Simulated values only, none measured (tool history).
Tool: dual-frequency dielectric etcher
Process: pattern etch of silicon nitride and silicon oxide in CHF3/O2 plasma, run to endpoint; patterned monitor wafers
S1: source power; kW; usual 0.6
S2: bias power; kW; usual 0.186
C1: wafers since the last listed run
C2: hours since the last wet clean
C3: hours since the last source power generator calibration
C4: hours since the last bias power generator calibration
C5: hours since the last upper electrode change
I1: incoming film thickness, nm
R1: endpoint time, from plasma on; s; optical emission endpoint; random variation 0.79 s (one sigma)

run    hour    S1     S2   C1     C2      C3      C4      C5     I1     R1
  1       0   0.6  0.186    0  233.2  1506.8  2862.6  2927.2  262.1  184.6
  2    70.4   0.6  0.186  562  303.6  1577.2    2933  2997.6  263.4  185.1
  3     110   0.6  0.186  316  343.2  1616.8  2972.6  3037.2  262.3  184.2
  4   180.3   0.6  0.186  562  413.5  1687.1  3042.9  3107.5  261.7    185
      244.1  -- wet clean of the chamber
  5   249.7   0.6  0.186  362    5.6  1756.5  3112.3  3176.9  265.6  188.6
      303.6  -- upper electrode replaced
  6   304.1   0.6  0.186  243     60  1810.9  3166.7     0.5  263.7    187
  7   343.9   0.6  0.186  318   99.8  1850.7  3206.5    40.3    265  186.6
  8   407.9   0.6  0.158  511  163.8  1914.7  3270.5   104.3  264.3    204
  9   433.1   0.6  0.158  201    189  1939.9  3295.7   129.5  264.6  202.3
 10   464.3   0.6  0.186  249  220.2  1971.1  3326.9   160.7  264.5  186.7
 11   512.7  0.49  0.186  386  268.6  2019.5  3375.3   209.1  264.3  201.8
 12     577  0.49  0.186  514  332.9  2083.8  3439.6   273.4    266  200.9
 13   615.9  0.49  0.186  311  371.8  2122.7  3478.5   312.3  262.6  201.1
      662.8  -- wet clean of the chamber
 14     676  0.73  0.153  288   13.2  2182.8  3538.6   372.4    266  192.8
 15   746.8  0.49  0.207  566     84  2253.6  3609.4   443.2  265.8  192.7
 16   792.9  0.55  0.209  368  130.1  2299.7  3655.5   489.3  264.1  183.8
 17     834  0.74  0.225  328  171.2  2340.8  3696.6   530.4    267  158.8
 18   893.3  0.71  0.147  474  230.5  2400.1  3755.9   589.7  261.1  195.6
 19   984.5  0.55  0.144  729  321.7  2491.3  3847.1   680.9  260.1  218.3
     1024.3  -- source power generator calibrated
     1070.8  -- wet clean of the chamber
 20  1071.3   0.6  0.143  470    0.5      47  3933.9   767.7  262.9  210.3
 21  1096.3   0.6  0.186  199   25.5      72  3958.9   792.7  265.4  185.4
 22  1150.4  0.49  0.164  432   79.6   126.1    4013   846.8  261.6  209.1
 23  1208.4  0.65   0.21  463  137.6   184.1    4071   904.8  263.1  167.5
 24  1256.5  0.52  0.225  384  185.7   232.2  4119.1   952.9  263.4  175.1
 25  1305.6   0.6  0.186  392  234.8   281.3  4168.2    1002  261.7  183.4
     1317.5  -- bias power generator calibrated
 26  1349.4  0.52  0.186  318  278.6   325.1    31.9  1045.8  263.4  193.7
 27    1376  0.64  0.229  212  305.2   351.7    58.5  1072.4  264.9  161.8
 28  1402.7   0.6  0.186  213  331.9   378.4    85.2  1099.1  268.2  188.5
 29  1428.1   0.7  0.156  203  357.3   403.8   110.6  1124.5  261.2  188.2
 30    1472  0.72  0.219  350  401.2   447.7   154.5  1168.4  264.3  158.2

The next listed run, before its measurement:
     1535.4  -- wet clean of the chamber
 31  1535.9  0.54  0.158  319  0.5  511.6  218.4  1232.3  263.9   ?

{"run 31": {"R1": 208.3}}
Without the tool's hidden state the same run would have given R1 207.6 s.

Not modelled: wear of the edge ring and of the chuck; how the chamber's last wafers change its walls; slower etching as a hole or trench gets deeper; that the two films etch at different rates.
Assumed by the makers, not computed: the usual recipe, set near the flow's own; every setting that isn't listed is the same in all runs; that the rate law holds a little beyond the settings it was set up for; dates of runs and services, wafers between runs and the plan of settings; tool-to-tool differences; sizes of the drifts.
